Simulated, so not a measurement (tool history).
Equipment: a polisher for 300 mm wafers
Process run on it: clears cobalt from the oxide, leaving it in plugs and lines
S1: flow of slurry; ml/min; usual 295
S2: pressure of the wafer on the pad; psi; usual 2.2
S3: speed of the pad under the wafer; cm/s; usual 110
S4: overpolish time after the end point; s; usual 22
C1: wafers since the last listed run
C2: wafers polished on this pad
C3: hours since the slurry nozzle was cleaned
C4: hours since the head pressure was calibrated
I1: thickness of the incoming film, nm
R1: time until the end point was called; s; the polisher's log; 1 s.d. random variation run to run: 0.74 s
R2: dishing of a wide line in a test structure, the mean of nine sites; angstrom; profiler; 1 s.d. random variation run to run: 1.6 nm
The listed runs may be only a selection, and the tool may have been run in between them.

run 1 hour=0.0 | S1=295 S2=2.0 S3=110 S4=27 | C1=0 C2=2511 C3=5.2 C4=177.3 | I1=210.8 | R1=43.5 R2=730
run 2 hour=37.7 | S1=295 S2=2.0 S3=110 S4=27 | C1=478 C2=2990 C3=42.9 C4=215.0 | I1=214.4 | R1=45.3 R2=744
run 3 hour=105.1 | S1=295 S2=2.2 S3=110 S4=22 | C1=855 C2=3845 C3=110.3 C4=282.4 | I1=211.9 | R1=39.2 R2=689
run 4 hour=173.4 | S1=295 S2=2.2 S3=110 S4=22 | C1=866 C2=4712 C3=178.6 C4=350.7 | I1=208.6 | R1=39.2 R2=690
run 5 hour=246.0 | S1=295 S2=1.7 S3=110 S4=22 | C1=921 C2=5634 C3=251.2 C4=423.3 | I1=211.9 | R1=50.6 R2=576
-- hour=277.4 worn pad replaced by a new one
run 6 hour=303.4 | S1=295 S2=1.7 S3=110 S4=22 | C1=677 C2=329 C3=308.6 C4=480.7 | I1=209.0 | R1=51.3 R2=588
run 7 hour=386.8 | S1=295 S2=2.2 S3=110 S4=27 | C1=1058 C2=1388 C3=392.0 C4=564.1 | I1=210.0 | R1=40.5 R2=794
-- hour=418.8 head pressure recalibrated
run 8 hour=487.2 | S1=295 S2=2.2 S3=110 S4=22 | C1=1249 C2=2637 C3=492.4 C4=68.4 | I1=208.7 | R1=40.3 R2=679
run 9 hour=540.7 | S1=295 S2=2.2 S3=110 S4=22 | C1=679 C2=3316 C3=545.9 C4=121.9 | I1=209.2 | R1=38.5 R2=671
run 10 hour=584.0 | S1=295 S2=2.2 S3=110 S4=22 | C1=549 C2=3865 C3=589.2 C4=165.2 | I1=208.0 | R1=38.5 R2=682
-- hour=594.4 slurry nozzle cleaned
run 11 hour=832.6 | S1=295 S2=2.2 S3=92 S4=22 | C1=3142 C2=7008 C3=238.2 C4=413.8 | I1=210.2 | R1=48.5 R2=616
-- hour=850.9 worn pad replaced by a new one
-- hour=1020.6 head pressure recalibrated
run 12 hour=1145.6 | S1=295 S2=2.2 S3=110 S4=31 | C1=3896 C2=3715 C3=551.2 C4=125.0 | I1=211.1 | R1=38.5 R2=801
-- hour=1169.8 slurry nozzle cleaned
run 13 hour=1181.9 | S1=295 S2=2.2 S3=110 S4=22 | C1=448 C2=4163 C3=12.1 C4=161.3 | I1=209.9 | R1=41.1 R2=709
-- hour=1336.7 worn pad replaced by a new one
run 14 hour=1386.5 | S1=295 S2=2.2 S3=110 S4=22 | C1=2546 C2=632 C3=216.7 C4=365.9 | I1=211.4 | R1=38.2 R2=681
run 15 hour=1448.3 | S1=295 S2=2.2 S3=84 S4=22 | C1=784 C2=1416 C3=278.5 C4=427.7 | I1=210.0 | R1=52.9 R2=589
run 16 hour=1536.1 | S1=295 S2=2.2 S3=84 S4=22 | C1=1114 C2=2531 C3=366.3 C4=515.5 | I1=207.8 | R1=51.4 R2=577
run 17 hour=1575.5 | S1=225 S2=1.7 S3=78 S4=14 | C1=500 C2=3031 C3=405.7 C4=554.9 | I1=207.7 | R1=72.1 R2=325
-- hour=1641.7 head pressure recalibrated
run 18 hour=1650.5 | S1=345 S2=2.2 S3=132 S4=18 | C1=926 C2=3958 C3=480.7 C4=8.8 | I1=207.1 | R1=31.8 R2=680
run 19 hour=1726.8 | S1=400 S2=2.8 S3=72 S4=33 | C1=968 C2=4926 C3=557.0 C4=85.1 | I1=213.7 | R1=45.8 R2=772
-- hour=1738.4 slurry nozzle cleaned
-- hour=1810.2 worn pad replaced by a new one
run 20 hour=1820.4 | S1=325 S2=2.8 S3=134 S4=22 | C1=1124 C2=129 C3=82.0 C4=178.7 | I1=211.2 | R1=26.1 R2=851
run 21 hour=1898.5 | S1=295 S2=1.7 S3=110 S4=22 | C1=991 C2=1120 C3=160.1 C4=256.8 | I1=209.5 | R1=51.8 R2=596
run 22 hour=1978.9 | S1=295 S2=2.0 S3=110 S4=27 | C1=1020 C2=2141 C3=240.5 C4=337.2 | I1=213.2 | R1=43.4 R2=716
run 23 hour=2057.1 | S1=295 S2=2.2 S3=138 S4=22 | C1=992 C2=3134 C3=318.7 C4=415.4 | I1=212.7 | R1=32.4 R2=768
run 24 hour=2105.2 | S1=295 S2=2.2 S3=110 S4=34 | C1=610 C2=3744 C3=366.8 C4=463.5 | I1=211.9 | R1=41.2 R2=785
run 25 hour=2168.6 | S1=295 S2=2.2 S3=110 S4=22 | C1=804 C2=4549 C3=430.2 C4=526.9 | I1=207.0 | R1=39.4 R2=682
-- hour=2173.5 head pressure recalibrated
run 26 hour=2270.3 | S1=365 S2=1.6 S3=130 S4=29 | C1=1265 C2=5814 C3=531.9 C4=96.8 | I1=209.9 | R1=44.3 R2=699
-- hour=2340.0 worn pad replaced by a new one
-- hour=2363.4 slurry nozzle cleaned
run 27 hour=2372.0 | S1=295 S2=2.4 S3=138 S4=19 | C1=1227 C2=393 C3=8.6 C4=198.5 | I1=208.8 | R1=27.4 R2=749
run 28 hour=2465.2 | S1=295 S2=2.2 S3=110 S4=22 | C1=1183 C2=1576 C3=101.8 C4=291.7 | I1=212.8 | R1=40.3 R2=693
run 29 hour=2510.0 | S1=295 S2=2.2 S3=110 S4=22 | C1=568 C2=2145 C3=146.6 C4=336.5 | I1=209.5 | R1=39.1 R2=707
run 30 hour=2573.9 | S1=295 S2=2.2 S3=142 S4=22 | C1=811 C2=2956 C3=210.5 C4=400.4 | I1=206.4 | R1=30.4 R2=779
run 31 hour=2642.3 | S1=400 S2=2.2 S3=144 S4=22 | C1=868 C2=3824 C3=278.9 C4=468.8 | I1=208.8 | R1=30.3 R2=762
run 32 hour=2723.2 | S1=295 S2=2.2 S3=110 S4=22 | C1=1026 C2=4851 C3=359.8 C4=549.7 | I1=212.4 | R1=39.9 R2=667

What was the tool's hidden state at every run in the log?
removal rate lost through wear of the pad, %: 0 in every run
slurry flow missing at the pad, %: 0 in every run
deviation of the head's pressure from its setpoint, %: 0 in every run
